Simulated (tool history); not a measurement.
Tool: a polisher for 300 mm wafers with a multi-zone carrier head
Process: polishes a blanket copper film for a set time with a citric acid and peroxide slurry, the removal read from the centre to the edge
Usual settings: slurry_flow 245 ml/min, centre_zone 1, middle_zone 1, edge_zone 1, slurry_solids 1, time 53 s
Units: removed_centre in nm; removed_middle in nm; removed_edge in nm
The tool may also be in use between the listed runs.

run	hour	slurry_flow	centre_zone	middle_zone	edge_zone	slurry_solids	time	incoming thickness of the incoming film, nm	removed_centre	removed_middle	removed_edge
1	0	245	1	1	1	1	53	1075.6	141.5	141.1	140.6
2	22.8	245	1	1	1	1	53	1101.2	136.5	135.3	138
# hour 40.2: worn pad replaced by a new one
3	49.8	245	1	1	1	1	53	1091.1	149.8	150.1	148.5
4	64.2	245	1	1	1	1	64	1122.6	179.7	181.1	180.9
5	81.6	245	1	1	1	1	53	1097.7	152.2	147.4	147.6
6	112.1	245	1	1	1	1	53	1119.2	147.3	146.8	148.1
# hour 127.8: centre zone pressure recalibrated
7	146	245	1	1	1	1	53	1112.7	143.8	141.8	140.6
# hour 168.5: worn pad replaced by a new one
8	175.1	300	1	1	1	1	65	1093.9	188.4	188.8	189.3
# hour 198: carrier head's membrane replaced by a new one
# hour 200.9: edge zone pressure recalibrated
9	207.8	245	1.06	1	1.1	1	68	1092.6	201.2	188	202.2
10	221.6	305	1	1	1	1	53	1092.6	151.8	149.2	148.5
11	247.6	245	1	1.03	1	0.85	53	1107.7	139.8	140.9	139.9
12	266.5	245	1	1	0.9	1	71	1112.2	195.9	189.9	181.8
# hour 289.9: slurry nozzle cleaned
13	305	245	1	1.11	1	1	53	1087.9	137.3	145.7	135.3
# hour 319.7: worn pad replaced by a new one
14	334.4	245	1	1.07	1	1	53	1087.4	146.7	155.4	145.7
15	352.1	205	1.06	1	1	1	53	1100.1	154.7	143.1	142.9
16	364.1	220	1	0.89	1	1	53	1108.3	147.4	134.8	144.7
17	391.3	270	1.09	1.04	1	1	53	1092.3	156.5	148.6	147.3
18	403.4	245	1	1	1	0.9	53	1076.8	144	139.8	139.9
19	417.9	290	1.03	1.07	1	1	37	1117.6	102.7	104.7	98.9
20	430.5	245	1	1	1	1	53	1105.6	140.2	134.6	135.7
# hour 449.4: worn pad replaced by a new one
21	466	245	1	1	1	1	53	1104.7	151.7	146.9	150.3

Some steps in removed_centre between neighbouring runs. How much of each would the tool show without its hidden state too (settings, what came in, random variation), and how much is left for the hidden state, with any gauge scatter that isn't in both results?
The hidden state here: removal rate lost through wear of the pad, %; slurry flow missing at the pad, %; deviation of the centre zone's pressure from its setpoint, %; deviation of the edge zone's pressure from its setpoint, %.
Run 2 -> 3: worn pad replaced by a new one. removed_centre +13.3 nm: hidden state +12.6, all else +0.7.
Run 11 -> 12: middle_zone 1.03 -> 1, edge_zone 1 -> 0.9, slurry_solids 0.85 -> 1, time 53 -> 71. removed_centre +56.1 nm: hidden state -5.5, all else +61.6.
Run 12 -> 13: middle_zone 1 -> 1.11, edge_zone 0.9 -> 1, time 71 -> 53, slurry nozzle cleaned. removed_centre -58.6 nm: hidden state -3.9, all else -54.7.
Run 13 -> 14: middle_zone 1.11 -> 1.07, worn pad replaced by a new one. removed_centre +9.4 nm: hidden state +11.9, all else -2.5.
